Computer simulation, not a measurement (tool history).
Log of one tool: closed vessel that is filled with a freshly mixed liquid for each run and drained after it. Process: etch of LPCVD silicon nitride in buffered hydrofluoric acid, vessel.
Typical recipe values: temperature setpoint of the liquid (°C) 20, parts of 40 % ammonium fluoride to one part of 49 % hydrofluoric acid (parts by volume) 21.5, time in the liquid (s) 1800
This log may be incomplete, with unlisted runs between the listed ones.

run   hour  temperature setpoint of the liquid (°C)  parts of 40 % ammonium fluoride to one part of 49 % hydrofluoric acid (parts by volume)  time in the liquid (s)  wafers since the last listed run  hours since the thermometer was replaced  hours since the hydrofluoric acid flow meter was replaced  hours since the gauge calibration  read-back film thickness of the LPCVD silicon nitride reference wafer, read on the same gauge (nm)  thickness taken off the LPCVD silicon nitride on a monitor wafer (angstrom)
  1      0                                       20                                                                                     21.5                    1800                                 0                                    2425.2                                                      857.9                                  8                                                                                                  30                                                                        126.9
  2   23.4                                       20                                                                                     21.5                    1800                               657                                    2448.6                                                      881.3                               31.4                                                                                               30.01                                                                        127.4
  3   58.8                                     22.5                                                                                     21.5                    1800                               994                                      2484                                                      916.7                               66.8                                                                                                  30                                                                        147.9
  4   80.8                                     22.5                                                                                     21.5                    1800                               617                                      2506                                                      938.7                               88.8                                                                                               30.01                                                                        146.9
  5  102.9                                       22                                                                                     21.5                    1800                               620                                    2528.1                                                      960.8                              110.9                                                                                               30.01                                                                        144.3
  6  155.9                                       22                                                                                     21.5                    1800                              1488                                    2581.1                                                     1013.8                              163.9                                                                                               29.99                                                                        143.1
  7  178.1                                       22                                                                                     21.5                    1800                               623                                    2603.3                                                       1036                              186.1                                                                                                  30                                                                        142.5
  8  201.4                                       20                                                                                     29.5                    1800                               654                                    2626.6                                                     1059.3                              209.4                                                                                                  30                                                                        104.3
  9  231.4                                       20                                                                                     21.5                    1800                               842                                    2656.6                                                     1089.3                              239.4                                                                                               30.02                                                                        128.8
 10  264.4                                     18.5                                                                                       14                    1300                               926                                    2689.6                                                     1122.3                              272.4                                                                                               29.99                                                                        127.6
     264.9  -- gauge calibrated
     281.7  -- hydrofluoric acid flow meter replaced
     291.3  -- thermometer replaced
 11  322.3                                       20                                                                                     21.5                    1800                              1569                                        31                                                       40.6                               57.4                                                                                               29.99                                                                        110.6
 12  340.2                                       17                                                                                     21.5                    2670                               502                                      48.9                                                       58.5                               75.3                                                                                                  30                                                                        141.1
 13  368.6                                       25                                                                                       18                     785                               797                                      77.3                                                       86.9                              103.7                                                                                               30.03                                                                         75.5
 14  387.4                                       20                                                                                     21.5                    1800                               527                                      96.1                                                      105.7                              122.5                                                                                                  30                                                                        111.9

Consider 4 possible next runs. They are alternatives, not a sequence: every one starts from the tool as it was left by run 14. What does each give?
  A  388.5                                       20                                                                                     21.5                    1800                                30                                      97.2                                                      106.8                              123.6                                                                                                   ?                                                                            ?
  B  388.5                                     21.5                                                                                     27.5                    2415                                30                                      97.2                                                      106.8                              123.6                                                                                                   ?                                                                            ?
  C  388.5                                       24                                                                                     21.5                    2500                                30                                      97.2                                                      106.8                              123.6                                                                                                   ?                                                                            ?
  D  388.5                                       18                                                                                     18.5                    1180                                30                                      97.2                                                      106.8                              123.6                                                                                                   ?                                                                            ?

run  read-back film thickness of the LPCVD silicon nitride reference wafer, read on the same gauge (nm)  thickness taken off the LPCVD silicon nitride on a monitor wafer (angstrom)
  A                                                                                                  30                                                                        111.9
  B                                                                                                  30                                                                        137.7
  C                                                                                                  30                                                                        193.9
  D                                                                                                  30                                                                         74.4
Without the tool's hidden state the same runs would have given:
run  thickness taken off the LPCVD silicon nitride on a monitor wafer (angstrom)
  A                                                                        110.8
  B                                                                        136.4
  C                                                                        192.1
  D                                                                         73.7
